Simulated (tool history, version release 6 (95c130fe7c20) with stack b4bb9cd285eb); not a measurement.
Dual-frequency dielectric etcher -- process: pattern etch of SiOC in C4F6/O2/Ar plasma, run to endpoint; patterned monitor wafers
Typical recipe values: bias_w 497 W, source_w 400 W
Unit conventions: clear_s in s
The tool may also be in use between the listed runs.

| run | hour | bias_w | source_w | wafers since the last listed run | hours since the last wet clean | hours since the last bias power generator calibration | hours since the last source power generator calibration | hours since the last upper electrode change | incoming incoming film thickness, nm | clear_s |
|---|---|---|---|---|---|---|---|---|---|---|
| 1 | 0.0 | 497 | 400 | 0 | 238.5 | 4867.8 | 2619.2 | 5396.9 | 51.1 | 18.1 |
| 2 | 23.9 | 497 | 400 | 256 | 262.4 | 4891.7 | 2643.1 | 5420.8 | 51.1 | 18.1 |
| 3 | 59.3 | 497 | 400 | 380 | 297.8 | 4927.1 | 2678.5 | 5456.2 | 51.0 | 18.1 |
| 4 | 142.5 | 497 | 400 | 893 | 381.0 | 5010.3 | 2761.7 | 5539.4 | 51.4 | 18.4 |
| 5 | 173.7 | 497 | 400 | 335 | 412.2 | 5041.5 | 2792.9 | 5570.6 | 51.5 | 18.3 |
| 6 | 194.4 | 469 | 400 | 222 | 432.9 | 5062.2 | 2813.6 | 5591.3 | 51.2 | 19.1 |
|  | 221.4 | bias power generator calibrated |
| 7 | 225.9 | 469 | 400 | 295 | 464.4 | 4.5 | 2845.1 | 5622.8 | 51.0 | 18.7 |
|  | 235.6 | source power generator calibrated |
| 8 | 253.0 | 468 | 400 | 248 | 491.5 | 31.6 | 17.4 | 5649.9 | 50.8 | 18.8 |
| 9 | 287.9 | 468 | 400 | 374 | 526.4 | 66.5 | 52.3 | 5684.8 | 51.2 | 19.0 |
|  | 313.0 | upper electrode replaced, of another model than before |
| 10 | 313.5 | 444 | 430 | 17 | 552.0 | 92.1 | 77.9 | 0.5 | 51.3 | 18.8 |

The next listed run, before its measurement:
|  | 340.6 | wet clean of the chamber |
| 11 | 364.0 | 497 | 400 | 284 | 23.4 | 142.6 | 128.4 | 51.0 | 51.4 | ? |

For run 11 the tool returned clear_s 17.8 s.
Had the tool carried no hidden state, the very same run would have given clear_s 17.7 s.

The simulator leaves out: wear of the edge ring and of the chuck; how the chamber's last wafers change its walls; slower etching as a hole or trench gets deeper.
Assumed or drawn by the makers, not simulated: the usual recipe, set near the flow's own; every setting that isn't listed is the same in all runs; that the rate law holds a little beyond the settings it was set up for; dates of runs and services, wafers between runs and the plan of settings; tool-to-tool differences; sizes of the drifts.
